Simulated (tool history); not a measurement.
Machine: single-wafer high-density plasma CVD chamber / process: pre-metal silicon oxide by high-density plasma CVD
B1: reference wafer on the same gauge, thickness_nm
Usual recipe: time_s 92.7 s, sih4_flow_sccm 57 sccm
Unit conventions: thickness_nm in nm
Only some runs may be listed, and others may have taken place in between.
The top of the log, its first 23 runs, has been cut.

run 24 day=73.854 | time_s=108.2 sih4_flow_sccm=61 | B1=553.636 | thickness_nm=649.899
run 25 day=77.017 | time_s=92.7 sih4_flow_sccm=57 | B1=553.473 | thickness_nm=519.907
run 26 day=80.608 | time_s=92.7 sih4_flow_sccm=57 | B1=551.763 | thickness_nm=525.409
run 27 day=84.038 | time_s=83.5 sih4_flow_sccm=65 | B1=553.187 | thickness_nm=540.461
run 28 day=86.142 | time_s=92.7 sih4_flow_sccm=51 | B1=551.971 | thickness_nm=473.192
run 29 day=88.062 | time_s=80.0 sih4_flow_sccm=60 | B1=550.253 | thickness_nm=472.220
run 30 day=90.888 | time_s=111.1 sih4_flow_sccm=46 | B1=551.631 | thickness_nm=506.177
run 31 day=92.458 | time_s=103.9 sih4_flow_sccm=57 | B1=552.571 | thickness_nm=576.870
run 32 day=95.783 | time_s=106.4 sih4_flow_sccm=61 | B1=548.107 | thickness_nm=641.809
run 33 day=98.975 | time_s=92.7 sih4_flow_sccm=57 | B1=547.369 | thickness_nm=516.876
run 34 day=102.650 | time_s=92.7 sih4_flow_sccm=57 | B1=548.430 | thickness_nm=519.697
-- day=105.962 silane flow controller replaced
run 35 day=105.983 | time_s=79.0 sih4_flow_sccm=54 | B1=545.608 | thickness_nm=416.810
-- day=108.121 gauge calibrated
run 36 day=109.754 | time_s=101.5 sih4_flow_sccm=52 | B1=564.868 | thickness_nm=536.093
run 37 day=114.233 | time_s=77.9 sih4_flow_sccm=63 | B1=563.974 | thickness_nm=499.817
run 38 day=116.412 | time_s=105.0 sih4_flow_sccm=49 | B1=564.763 | thickness_nm=518.844
run 39 day=118.983 | time_s=92.7 sih4_flow_sccm=54 | B1=562.041 | thickness_nm=500.585
run 40 day=122.846 | time_s=80.8 sih4_flow_sccm=68 | B1=562.028 | thickness_nm=551.115
run 41 day=125.417 | time_s=102.4 sih4_flow_sccm=57 | B1=560.928 | thickness_nm=585.043
run 42 day=127.975 | time_s=85.3 sih4_flow_sccm=57 | B1=563.640 | thickness_nm=488.464
run 43 day=131.112 | time_s=76.4 sih4_flow_sccm=54 | B1=560.083 | thickness_nm=411.279
run 44 day=134.929 | time_s=92.7 sih4_flow_sccm=57 | B1=561.116 | thickness_nm=531.546
run 45 day=141.675 | time_s=97.9 sih4_flow_sccm=66 | B1=561.738 | thickness_nm=650.068
run 46 day=144.642 | time_s=78.1 sih4_flow_sccm=52 | B1=560.498 | thickness_nm=407.761
run 47 day=147.508 | time_s=92.7 sih4_flow_sccm=57 | B1=561.667 | thickness_nm=528.606

3 options for the next run, each taken on its own from the tool as it stands now. Forecast them:
run A day=147.525 | time_s=92.7 sih4_flow_sccm=57 | B1=? | thickness_nm=?
run B day=147.525 | time_s=109.6 sih4_flow_sccm=53 | B1=? | thickness_nm=?
run C day=147.525 | time_s=81.7 sih4_flow_sccm=66 | B1=? | thickness_nm=?

run=A B1=561.384 thickness_nm=528.000
run=B B1=561.384 thickness_nm=580.452
run=C B1=561.384 thickness_nm=538.822
With no hidden state in the tool, these same runs would have given:
run=A thickness_nm=528.900
run=B thickness_nm=581.441
run=C thickness_nm=539.741

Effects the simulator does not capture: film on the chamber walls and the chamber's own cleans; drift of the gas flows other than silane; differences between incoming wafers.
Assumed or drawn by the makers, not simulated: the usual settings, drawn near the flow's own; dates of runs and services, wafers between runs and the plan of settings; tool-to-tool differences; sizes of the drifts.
